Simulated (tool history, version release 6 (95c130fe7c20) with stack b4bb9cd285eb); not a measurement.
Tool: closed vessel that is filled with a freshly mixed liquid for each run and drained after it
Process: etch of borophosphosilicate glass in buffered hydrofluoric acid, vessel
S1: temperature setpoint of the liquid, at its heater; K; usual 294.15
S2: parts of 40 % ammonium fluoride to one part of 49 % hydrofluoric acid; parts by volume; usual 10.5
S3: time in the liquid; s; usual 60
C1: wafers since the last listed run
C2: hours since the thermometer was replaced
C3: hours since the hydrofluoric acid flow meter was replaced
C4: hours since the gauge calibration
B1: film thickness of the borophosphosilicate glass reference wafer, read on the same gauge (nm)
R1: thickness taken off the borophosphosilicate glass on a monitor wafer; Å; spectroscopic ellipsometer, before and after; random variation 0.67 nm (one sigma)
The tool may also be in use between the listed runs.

run,hour,S1,S2,S3,C1,C2,C3,C4,B1,R1
1,0,294.15,10.5,60,0,1781.5,587,125.3,90.03,692.3
# hour 89.4: hydrofluoric acid flow meter replaced
2,99.6,294.15,10.5,60,10557,1881.1,10.2,224.9,90.02,669
3,163.4,294.15,10.5,60,6831,1944.9,74,288.7,90.01,673.6
4,239.7,294.15,10.5,75,8169,2021.2,150.3,365,90,859.9
5,292.9,294.15,11.5,60,5696,2074.4,203.5,418.2,89.99,616.3
6,365,294.15,10.5,50,7719,2146.5,275.6,490.3,89.97,547.6
7,419.2,294.15,10.5,50,5803,2200.7,329.8,544.5,89.99,554.5
8,477.2,294.15,10.5,60,6210,2258.7,387.8,602.5,90.02,658.8
9,516.3,294.15,13.5,60,4186,2297.8,426.9,641.6,90.02,526.4
10,556.7,294.15,9,60,4325,2338.2,467.3,682,89.94,737.7
# hour 571.4: thermometer replaced
11,645.7,294.15,10.5,60,9422,74.3,556.3,771,89.98,734.7
12,682.3,296.65,12.5,70,3918,110.9,592.9,807.6,89.97,839.1
13,733.3,297.15,10.5,60,5460,161.9,643.9,858.6,89.97,873.7
# hour 757.3: hydrofluoric acid flow meter replaced
14,801.1,298.15,9.5,40,7152,229.7,43.8,926.4,90.01,661.5
15,867.6,295.65,10.5,30,7120,296.2,110.3,992.9,90.04,396
16,963.8,295.65,7,40,10300,392.4,206.5,1089.1,89.98,773.2
17,1008.6,294.15,10.5,60,4796,437.2,251.3,1133.9,89.94,722.5
18,1075.1,295.65,6.5,45,7120,503.7,317.8,1200.4,90,932.7
19,1127.1,294.15,10.5,60,5567,555.7,369.8,1252.4,89.97,721.3
20,1205.7,294.15,10.5,60,8415,634.3,448.4,1331,90,725.9
21,1312,294.15,10.5,60,11381,740.6,554.7,1437.3,89.95,718.9
# hour 1375.4: hydrofluoric acid flow meter replaced
22,1406.8,294.15,12.5,80,10043,835.4,31.4,1532.1,89.98,804.7
23,1511.2,294.15,10.5,60,11178,939.8,135.8,1636.5,90.02,719.6
24,1601.4,294.15,10.5,60,9657,1030,226,1726.7,90,715.1

Run 25 comes next. What will it give?
25,1650.3,291.15,12,30,5235,1078.9,274.9,1775.6,?,?

Run 25 gave B1 89.99, R1 262.7 Å.
Without the tool's hidden state the same run would have given R1 280.4 Å.

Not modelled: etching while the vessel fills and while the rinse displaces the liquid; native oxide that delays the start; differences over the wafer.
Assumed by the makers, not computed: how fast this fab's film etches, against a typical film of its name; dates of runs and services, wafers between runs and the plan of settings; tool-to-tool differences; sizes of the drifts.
